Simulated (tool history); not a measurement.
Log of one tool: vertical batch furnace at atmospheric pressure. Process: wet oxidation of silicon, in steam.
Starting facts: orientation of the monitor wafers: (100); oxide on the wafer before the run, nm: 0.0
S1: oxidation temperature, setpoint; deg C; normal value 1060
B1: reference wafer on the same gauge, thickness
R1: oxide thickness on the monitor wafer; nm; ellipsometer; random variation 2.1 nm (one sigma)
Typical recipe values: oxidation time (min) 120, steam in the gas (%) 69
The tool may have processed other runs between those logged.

Run 1, hour 0: usual settings; B1 731.63. Result: R1 673.09 nm.
Run 2, hour 46.4: usual settings; B1 732.03. Result: R1 670.87 nm.
Run 3, hour 148.4: usual settings; B1 731.8. Result: R1 670.17 nm.
Run 4, hour 190.1: usual settings; B1 732.38. Result: R1 673.44 nm.
Run 5, hour 216.8: usual settings; B1 731.89. Result: R1 669.65 nm.
Run 6, hour 251.3: usual settings; B1 731.96. Result: R1 672.09 nm.
Run 7, hour 321: usual settings; B1 731.77. Result: R1 667.65 nm.
Run 8, hour 346.1: usual settings; B1 731.97. Result: R1 670.4 nm.
Run 9, hour 412.4: usual settings but S1 1072 deg C, oxidation time (min) 151; B1 731.75. Result: R1 803.99 nm.
Run 10, hour 443.8: usual settings but S1 1042 deg C, steam in the gas (%) 73; B1 731.92. Result: R1 633.63 nm.
Run 11, hour 493.2: usual settings but S1 1068 deg C, steam in the gas (%) 73; B1 731.8. Result: R1 749.58 nm.
Run 12, hour 536.3: usual settings; B1 731.5. Result: R1 698.7 nm.
Run 13, hour 581: usual settings but S1 1077 deg C, oxidation time (min) 174, steam in the gas (%) 59; B1 731.97. Result: R1 848.27 nm.
Run 14, hour 645.5: usual settings but S1 1077 deg C, oxidation time (min) 167, steam in the gas (%) 81; B1 731.55. Result: R1 995.76 nm.
Run 15, hour 677: usual settings but S1 1046 deg C, steam in the gas (%) 63; B1 732.28. Result: R1 619.34 nm.
Run 16, hour 701.1: usual settings; B1 732.22. Result: R1 694.87 nm.

Missing from the log above: 4 entries noted between runs. For each, name the pair of listed runs it sits between and say how the tool's hidden condition differs from the listed run just before to the listed run just after:
Logged between run 5 and run 6: gauge calibrated (hour 231.9)
  steam share off its setpoint, % of the setpoint: -7.49 -> -7.61
  measured minus no-state result, R1: -30.91 -> -31.55 nm
Logged between run 6 and run 7: thermocouples replaced and temperature profile calibrated (hour 277.8)
  steam share off its setpoint, % of the setpoint: -7.61 -> -7.85
  measured minus no-state result, R1: -31.55 -> -32.41 nm
Logged between run 10 and run 11: steam generator serviced (hour 492.7)
  steam share off its setpoint, % of the setpoint: -8.28 -> -0.131
  measured minus no-state result, R1: -33.53 -> -0.56 nm
Logged between run 13 and run 14: gauge calibrated (hour 600.3)
  steam share off its setpoint, % of the setpoint: -0.438 -> -0.663
  measured minus no-state result, R1: -2.07 -> -3.64 nm
